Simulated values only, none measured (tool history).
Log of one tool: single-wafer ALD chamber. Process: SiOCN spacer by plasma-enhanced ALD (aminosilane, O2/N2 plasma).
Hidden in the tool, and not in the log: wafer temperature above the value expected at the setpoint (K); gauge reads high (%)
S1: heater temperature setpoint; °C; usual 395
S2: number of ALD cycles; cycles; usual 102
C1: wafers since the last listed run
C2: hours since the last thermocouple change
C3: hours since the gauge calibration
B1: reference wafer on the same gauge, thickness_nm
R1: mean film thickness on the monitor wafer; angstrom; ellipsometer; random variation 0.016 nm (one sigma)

run    hour   S1   S2   C1      C2      C3     B1     R1
  1       0  385  102    0  1512.7   120.1  7.554   63.5
  2    61.2  385  102  184  1573.9   181.3  7.538  63.72
  3   145.9  386  111  255  1658.6     266  7.538  69.31
  4   392.8  386  111  746  1905.5   512.9  7.531  69.08
  5   484.3  386  111  276    1997   604.4  7.545  69.35
  6   547.1  395  102  189  2059.8   667.2  7.538  63.55
  7   642.9  395  102  289  2155.6     763  7.526  63.31
  8   699.8  395  102  171  2212.5   819.9  7.541  63.29
  9   739.2  395  102  119  2251.9   859.3  7.544  63.55
 10   777.8  395  102  116  2290.5   897.9  7.542  63.46
 11   837.7  395  102  181  2350.4   957.8   7.55  63.39
 12   907.2  395  102  210  2419.9  1027.3  7.536  63.32
 13   996.3  387   89  269    2509  1116.4  7.537  55.34
     1013.6  -- gauge calibrated
 14  1042.7  405  117  140  2555.4    29.1  7.537  71.05
     1062.5  -- thermocouple changed; heater temperature recalibrated
 15  1125.2  400  110  225    62.7   111.6  7.544  68.27
 16  1213.3  403  114  266   150.8   199.7  7.534  69.92
 17    1307  395  118  283   244.5   293.4   7.54  73.56
 18  1405.5  395  102  297     343   391.9  7.542  63.17
 19  1455.9  401   89  152   393.4   442.3  7.542  55.17
 20  1528.9  406  118  220   466.4   515.3   7.54  71.98
 21  1634.5  405  102  319     572   620.9  7.554  61.99
 22  1732.6  395  102  296   670.1     719  7.546  63.37
 23  1772.5  395  102  120     710   758.9  7.533  63.45
 24  1855.4  395  102  250   792.9   841.8  7.536  63.56

Hidden state at the last listed run before each entry between runs and at the first one after, where it differs:
Between runs 13 and 14: gauge calibrated (hour 1013.6)
  no hidden state differs between the two runs
Between runs 14 and 15: thermocouple changed; heater temperature recalibrated (hour 1062.5)
  no hidden state differs between the two runs
